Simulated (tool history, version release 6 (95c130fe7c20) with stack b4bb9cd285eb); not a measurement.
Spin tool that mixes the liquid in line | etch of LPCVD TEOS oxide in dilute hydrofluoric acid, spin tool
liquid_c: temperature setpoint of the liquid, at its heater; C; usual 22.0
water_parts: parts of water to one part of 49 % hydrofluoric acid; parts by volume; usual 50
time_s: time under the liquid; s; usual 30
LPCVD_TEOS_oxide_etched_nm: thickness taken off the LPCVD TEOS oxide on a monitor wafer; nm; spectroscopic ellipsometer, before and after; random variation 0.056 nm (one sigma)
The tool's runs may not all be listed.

run   hour  liquid_c  water_parts  time_s  wafers since the last listed run  hours since the thermometer was replaced  hours since the hydrofluoric acid flow meter was replaced  hours since the gauge calibration  read-back film thickness of the LPCVD TEOS oxide reference wafer, read on the same gauge (nm)  LPCVD_TEOS_oxide_etched_nm
  1    0.0      22.0           50      30                                 0                                     581.9                                                     1300.5                              139.4                                                                                          40.00                       18.67
  2   32.2      22.0           50      30                               469                                     614.1                                                     1332.7                              171.6                                                                                          39.96                       18.70
  3   62.7      22.0           50      30                               444                                     644.6                                                     1363.2                              202.1                                                                                          39.98                       18.74
  4   91.5      22.0           50      40                               419                                     673.4                                                     1392.0                              230.9                                                                                          40.01                       24.98
  5  168.7      22.0           50      40                              1125                                     750.6                                                     1469.2                              308.1                                                                                          40.03                       24.93
     195.7  -- gauge calibrated
  6  247.7      22.0           50      40                              1151                                     829.6                                                     1548.2                               52.0                                                                                          40.02                       25.06
  7  341.1      18.5           50      30                              1361                                     923.0                                                     1641.6                              145.4                                                                                          40.02                       16.28
  8  370.7      18.5           50      30                               431                                     952.6                                                     1671.2                              175.0                                                                                          39.98                       16.37
  9  389.7      22.0           50      30                               276                                     971.6                                                     1690.2                              194.0                                                                                          39.99                       19.00
 10  403.8      24.0           50      30                               205                                     985.7                                                     1704.3                              208.1                                                                                          40.04                       20.69
     428.5  -- hydrofluoric acid flow meter replaced
 11  435.9      22.0           50      30                               453                                    1017.8                                                        7.4                              240.2                                                                                          40.02                       17.56
 12  464.5      26.5           65      15                               416                                    1046.4                                                       36.0                              268.8                                                                                          40.02                        7.96
 13  490.3      22.0           50      30                               376                                    1072.2                                                       61.8                              294.6                                                                                          40.01                       17.50
     492.2  -- thermometer replaced
     496.5  -- gauge calibrated
 14  503.8      18.0           60      15                               182                                      11.6                                                       75.3                                7.3                                                                                          40.03                        6.10
 15  530.9      20.5           30      15                               395                                      38.7                                                      102.4                               34.4                                                                                          40.03                       14.14
 16  558.9      22.0           50      30                               408                                      66.7                                                      130.4                               62.4                                                                                          39.99                       17.59
 17  584.5      22.0           55      30                               373                                      92.3                                                      156.0                               88.0                                                                                          40.01                       15.95
 18  613.0      22.0           50      50                               415                                     120.8                                                      184.5                              116.5                                                                                          40.01                       29.65
 19  633.5      22.0           50      30                               298                                     141.3                                                      205.0                              137.0                                                                                          39.99                       17.69

Forecast each of these 4 alternatives for the next run:
  A  633.9      22.0           65      30                                 5                                     141.7                                                      205.4                              137.4                                                                                              ?                           ?
  B  633.9      22.0           55      20                                 5                                     141.7                                                      205.4                              137.4                                                                                              ?                           ?
  C  633.9      22.0           70      35                                 5                                     141.7                                                      205.4                              137.4                                                                                              ?                           ?
  D  633.9      22.0           55      45                                 5                                     141.7                                                      205.4                              137.4                                                                                              ?                           ?

run  read-back film thickness of the LPCVD TEOS oxide reference wafer, read on the same gauge (nm)  LPCVD_TEOS_oxide_etched_nm
  A                                                                                          40.04                       13.33
  B                                                                                          40.04                       10.63
  C                                                                                          40.04                       14.35
  D                                                                                          40.04                       23.92
Without the tool's hidden state the same runs would have given:
run  LPCVD_TEOS_oxide_etched_nm
  A                       13.11
  B                       10.46
  C                       14.12
  D                       23.54

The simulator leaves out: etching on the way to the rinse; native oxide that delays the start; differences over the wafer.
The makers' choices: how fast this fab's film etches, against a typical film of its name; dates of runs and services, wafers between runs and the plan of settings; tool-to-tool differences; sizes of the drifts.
